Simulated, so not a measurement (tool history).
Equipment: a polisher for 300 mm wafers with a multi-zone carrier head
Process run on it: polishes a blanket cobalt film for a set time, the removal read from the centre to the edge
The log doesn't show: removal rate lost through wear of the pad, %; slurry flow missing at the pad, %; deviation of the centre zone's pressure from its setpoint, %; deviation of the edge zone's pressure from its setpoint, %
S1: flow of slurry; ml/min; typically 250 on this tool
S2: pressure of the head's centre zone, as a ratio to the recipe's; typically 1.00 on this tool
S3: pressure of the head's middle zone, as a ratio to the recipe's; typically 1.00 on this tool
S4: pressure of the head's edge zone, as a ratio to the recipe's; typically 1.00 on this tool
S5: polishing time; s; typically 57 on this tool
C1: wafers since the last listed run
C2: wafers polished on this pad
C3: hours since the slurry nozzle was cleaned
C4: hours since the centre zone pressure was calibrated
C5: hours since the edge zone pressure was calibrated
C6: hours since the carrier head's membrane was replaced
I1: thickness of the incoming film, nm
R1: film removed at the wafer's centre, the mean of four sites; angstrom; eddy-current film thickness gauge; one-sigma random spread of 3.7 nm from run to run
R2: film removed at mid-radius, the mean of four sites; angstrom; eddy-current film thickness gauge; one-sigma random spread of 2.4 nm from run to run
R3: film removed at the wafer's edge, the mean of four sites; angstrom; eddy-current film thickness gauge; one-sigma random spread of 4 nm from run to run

Run 1, hour 0.0: usual settings; C1 0; C2 2006; C3 4.7; C4 593.7; C5 67.9; C6 1241.2; I1 880.2. Result: R1 3197 angstrom, R2 3150 angstrom, R3 3165 angstrom.
Run 2, hour 26.8: usual settings but S1 220 ml/min, S2 1.10, S4 1.07; C1 238; C2 2245; C3 31.5; C4 620.5; C5 94.7; C6 1268.0; I1 885.7. Result: R1 3428 angstrom, R2 3098 angstrom, R3 3198 angstrom.
Run 3, hour 218.0: usual settings but S2 0.89, S5 75 s; C1 1703; C2 3948; C3 222.7; C4 811.7; C5 285.9; C6 1459.2; I1 877.5. Result: R1 3730 angstrom, R2 4101 angstrom, R3 4220 angstrom.
At hour 263.1: worn pad replaced by a new one.
Run 4, hour 263.6: usual settings but S2 1.09, S4 0.91; C1 370; C2 4; C3 268.3; C4 857.3; C5 331.5; C6 1504.8; I1 887.9. Result: R1 3512 angstrom, R2 3161 angstrom, R3 2964 angstrom.
Run 5, hour 301.4: usual settings but S1 290 ml/min, S5 64 s; C1 336; C2 341; C3 306.1; C4 895.1; C5 369.3; C6 1542.6; I1 897.1. Result: R1 3635 angstrom, R2 3609 angstrom, R3 3490 angstrom.
Run 6, hour 329.8: usual settings but S3 1.08; C1 252; C2 594; C3 334.5; C4 923.5; C5 397.7; C6 1571.0; I1 894.9. Result: R1 3185 angstrom, R2 3374 angstrom, R3 3119 angstrom.
At hour 345.5: centre zone pressure recalibrated.
Run 7, hour 354.8: usual settings but S1 220 ml/min, S2 1.09, S3 1.04, S5 46 s; C1 204; C2 798; C3 359.5; C4 9.3; C5 422.7; C6 1596.0; I1 882.2. Result: R1 2752 angstrom, R2 2592 angstrom, R3 2521 angstrom.
Run 8, hour 413.8: usual settings but S2 1.12, S3 0.93; C1 525; C2 1324; C3 418.5; C4 68.3; C5 481.7; C6 1655.0; I1 888.0. Result: R1 3581 angstrom, R2 2939 angstrom, R3 3187 angstrom.
Run 9, hour 444.6: usual settings; C1 274; C2 1598; C3 449.3; C4 99.1; C5 512.5; C6 1685.8; I1 882.6. Result: R1 3204 angstrom, R2 3104 angstrom, R3 3094 angstrom.
At hour 454.5: slurry nozzle cleaned.
Run 10, hour 487.5: usual settings but S1 200 ml/min, S2 1.11, S4 0.95, S5 46 s; C1 373; C2 1972; C3 33.0; C4 142.0; C5 555.4; C6 1728.7; I1 901.6. Result: R1 2690 angstrom, R2 2439 angstrom, R3 2396 angstrom.
Run 11, hour 522.2: usual settings but S3 1.10; C1 309; C2 2281; C3 67.7; C4 176.7; C5 590.1; C6 1763.4; I1 892.0. Result: R1 3184 angstrom, R2 3429 angstrom, R3 3182 angstrom.
Run 12, hour 551.4: usual settings but S2 1.08, S3 1.08; C1 260; C2 2541; C3 96.9; C4 205.9; C5 619.3; C6 1792.6; I1 890.6. Result: R1 3479 angstrom, R2 3356 angstrom, R3 3252 angstrom.
Run 13, hour 596.2: usual settings but S1 280 ml/min, S2 0.97, S3 0.88; C1 399; C2 2940; C3 141.7; C4 250.7; C5 664.1; C6 1837.4; I1 894.4. Result: R1 3172 angstrom, R2 2837 angstrom, R3 3209 angstrom.
At hour 619.0: carrier head's membrane replaced by a new one.
Run 14, hour 620.7: usual settings but S1 310 ml/min, S2 0.91, S3 0.95; C1 173; C2 3113; C3 166.2; C4 275.2; C5 688.6; C6 1.7; I1 908.6. Result: R1 3005 angstrom, R2 3095 angstrom, R3 3272 angstrom.
Run 15, hour 680.4: usual settings but S3 1.05; C1 531; C2 3645; C3 225.9; C4 334.9; C5 748.3; C6 61.4; I1 873.6. Result: R1 3240 angstrom, R2 3270 angstrom, R3 3163 angstrom.

Predict the results of run 16:
Run 16, hour 732.0: usual settings but S4 1.07; C1 459; C2 4105; C3 277.5; C4 386.5; C5 799.9; C6 113.0; I1 883.4. Result: R1 ?, R2 ?, R3 ?.

For run 16 the tool returned R1 3196 angstrom, R2 3141 angstrom, R3 3207 angstrom.
If the tool had no hidden condition, the same run with the same run-to-run variation would have returned R1 3196 angstrom, R2 3141 angstrom, R3 3207 angstrom.
